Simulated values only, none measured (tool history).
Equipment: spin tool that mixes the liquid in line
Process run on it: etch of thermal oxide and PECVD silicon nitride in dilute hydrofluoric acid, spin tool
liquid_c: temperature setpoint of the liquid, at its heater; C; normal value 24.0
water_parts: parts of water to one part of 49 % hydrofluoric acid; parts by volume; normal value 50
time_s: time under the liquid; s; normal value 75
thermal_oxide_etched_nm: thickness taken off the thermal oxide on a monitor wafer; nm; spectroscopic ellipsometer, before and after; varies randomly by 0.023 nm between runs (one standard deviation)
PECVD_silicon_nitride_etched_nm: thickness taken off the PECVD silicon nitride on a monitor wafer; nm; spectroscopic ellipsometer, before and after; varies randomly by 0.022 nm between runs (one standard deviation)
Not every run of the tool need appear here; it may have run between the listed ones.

run,hour,liquid_c,water_parts,time_s,wafers since the last listed run,hours since the thermometer was replaced,hours since the hydrofluoric acid flow meter was replaced,hours since the gauge calibration,"read-back film thickness of the thermal oxide reference wafer, read on the same gauge (nm)","read-back film thickness of the PECVD silicon nitride reference wafer, read on the same gauge (nm)",thermal_oxide_etched_nm,PECVD_silicon_nitride_etched_nm
1,0.0,24.0,50,75,0,1759.9,822.3,1144.8,130.01,40.036,7.21,2.477
2,156.8,24.0,50,75,1780,1916.7,979.1,1301.6,130.00,39.996,7.20,2.483
3,249.4,24.0,50,75,1051,2009.3,1071.7,1394.2,129.99,39.970,7.24,2.473
# hour 286.1: thermometer replaced
4,288.6,24.0,50,75,433,2.5,1110.9,1433.4,130.00,40.004,7.23,2.494
5,387.9,24.0,50,75,1127,101.8,1210.2,1532.7,129.99,40.018,7.25,2.477
6,432.4,24.0,50,75,505,146.3,1254.7,1577.2,129.98,40.010,7.28,2.502
7,530.5,24.0,50,75,1114,244.4,1352.8,1675.3,130.00,40.022,7.27,2.489
8,625.9,21.5,50,75,1083,339.8,1448.2,1770.7,130.00,40.006,6.59,2.092
9,696.3,24.0,50,75,799,410.2,1518.6,1841.1,130.02,40.024,7.29,2.552
10,773.6,24.0,50,75,877,487.5,1595.9,1918.4,130.01,40.008,7.34,2.511
11,871.9,26.0,25,40,1116,585.8,1694.2,2016.7,130.02,40.014,8.73,3.002
12,952.6,21.0,25,90,916,666.5,1774.9,2097.4,130.01,40.004,15.97,4.818
# hour 1014.9: gauge calibrated
13,1034.9,22.0,35,60,934,748.8,1857.2,20.0,130.01,40.020,7.89,2.463
14,1124.1,29.0,50,55,1013,838.0,1946.4,109.2,130.00,39.987,6.60,2.602
# hour 1176.3: hydrofluoric acid flow meter replaced
15,1204.8,29.0,70,85,905,918.7,28.5,189.9,130.02,40.049,6.84,2.762
16,1281.1,19.5,50,115,866,995.0,104.8,266.2,130.00,39.978,9.07,2.776
17,1372.5,24.0,50,75,1038,1086.4,196.2,357.6,130.02,40.009,7.15,2.443
18,1443.6,22.5,50,90,807,1157.5,267.3,428.7,130.00,39.982,8.11,2.670
19,1494.4,24.0,50,75,576,1208.3,318.1,479.5,130.00,40.026,7.17,2.475
20,1570.1,24.0,50,75,859,1284.0,393.8,555.2,130.01,39.968,7.16,2.506
21,1663.1,24.0,50,75,1056,1377.0,486.8,648.2,130.00,39.981,7.12,2.482
22,1700.9,24.0,30,60,429,1414.8,524.6,686.0,130.00,40.024,9.86,3.270
23,1743.9,24.0,50,75,488,1457.8,567.6,729.0,129.99,39.974,7.20,2.459
24,1796.4,28.0,50,75,596,1510.3,620.1,781.5,130.00,40.024,8.49,3.165
25,1900.7,27.0,35,75,1184,1614.6,724.4,885.8,130.00,40.058,11.92,4.279
26,1944.2,24.0,50,75,494,1658.1,767.9,929.3,130.00,39.993,7.19,2.501

For some of the steps in thermal_oxide_etched_nm from one run to the next: how much would appear even if the tool had no hidden state, given the settings, what came in and random variation, and how much remains for the hidden state plus any gauge scatter that the measured result and the result without hidden state don't share?
Hidden conditions of the tool in this case: liquid colder than its thermometer reads (K); hydrofluoric acid flow above the setpoint (%); gauge reads high (%).
Run 11 -> 12: liquid_c 26.0 -> 21.0, time_s 40 -> 90. thermal_oxide_etched_nm +7.24 nm: hidden state +0.23, all else +7.01.
Run 12 -> 13: liquid_c 21.0 -> 22.0, water_parts 25 -> 35, time_s 90 -> 60, gauge calibrated. thermal_oxide_etched_nm -8.08 nm: hidden state -0.23, all else -7.85.
